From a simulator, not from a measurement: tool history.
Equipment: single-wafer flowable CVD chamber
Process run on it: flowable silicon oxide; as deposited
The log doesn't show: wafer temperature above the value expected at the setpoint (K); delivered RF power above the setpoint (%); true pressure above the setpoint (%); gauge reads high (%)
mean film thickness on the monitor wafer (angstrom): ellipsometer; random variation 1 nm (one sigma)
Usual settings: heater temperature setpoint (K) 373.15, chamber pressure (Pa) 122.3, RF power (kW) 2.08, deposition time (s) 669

run,hour,heater temperature setpoint (K),chamber pressure (Pa),RF power (kW),deposition time (s),wafers since the last listed run,hours since the last thermocouple change,hours since the last RF generator calibration,hours since the last manometer calibration,hours since the showerhead was replaced,hours since the gauge calibration,"read-back reference wafer on the same gauge, thickness_nm",mean film thickness on the monitor wafer (angstrom)
1,0,373.15,122.3,2.22,669,0,1468.6,858.4,2370.7,3900.8,235.3,424.915,5509.57
2,31.7,373.15,122.3,2.22,669,66,1500.3,890.1,2402.4,3932.5,267,424.697,5526.28
3,46.6,373.15,122.3,2.08,669,31,1515.2,905,2417.3,3947.4,281.9,425.325,5460.41
4,72.4,373.15,122.3,2.08,669,54,1541,930.8,2443.1,3973.2,307.7,425.058,5469.86
5,90.9,373.15,122.3,2.08,669,38,1559.5,949.3,2461.6,3991.7,326.2,424.919,5456.82
6,134.7,373.15,122.3,2.08,669,92,1603.3,993.1,2505.4,4035.5,370,425.211,5440.98
7,162.5,373.15,122.3,2.08,669,58,1631.1,1020.9,2533.2,4063.3,397.8,425.055,5461.91
8,198.3,373.15,122.3,2.08,669,75,1666.9,1056.7,2569,4099.1,433.6,425.053,5458.92
9,215.5,373.15,122.3,2.08,587,36,1684.1,1073.9,2586.2,4116.3,450.8,425.077,4779.1
10,246.3,373.15,122.3,2.08,587,64,1714.9,1104.7,2617,4147.1,481.6,424.958,4779.33

Run 11 comes next. What will it give?
# hour 265.1: thermocouple changed; heater temperature recalibrated
# hour 275: gauge calibrated
11,279.8,373.15,122.3,2.08,669,53,14.7,1138.2,2650.5,4180.6,4.8,?,?

{"run 11": {"read-back reference wafer on the same gauge, thickness_nm": 424.675, "mean film thickness on the monitor wafer (angstrom)": 5459.8}}
With the hidden condition absent and the run-to-run variation left alone, this run would have shown mean film thickness on the monitor wafer (angstrom) 5247.08.

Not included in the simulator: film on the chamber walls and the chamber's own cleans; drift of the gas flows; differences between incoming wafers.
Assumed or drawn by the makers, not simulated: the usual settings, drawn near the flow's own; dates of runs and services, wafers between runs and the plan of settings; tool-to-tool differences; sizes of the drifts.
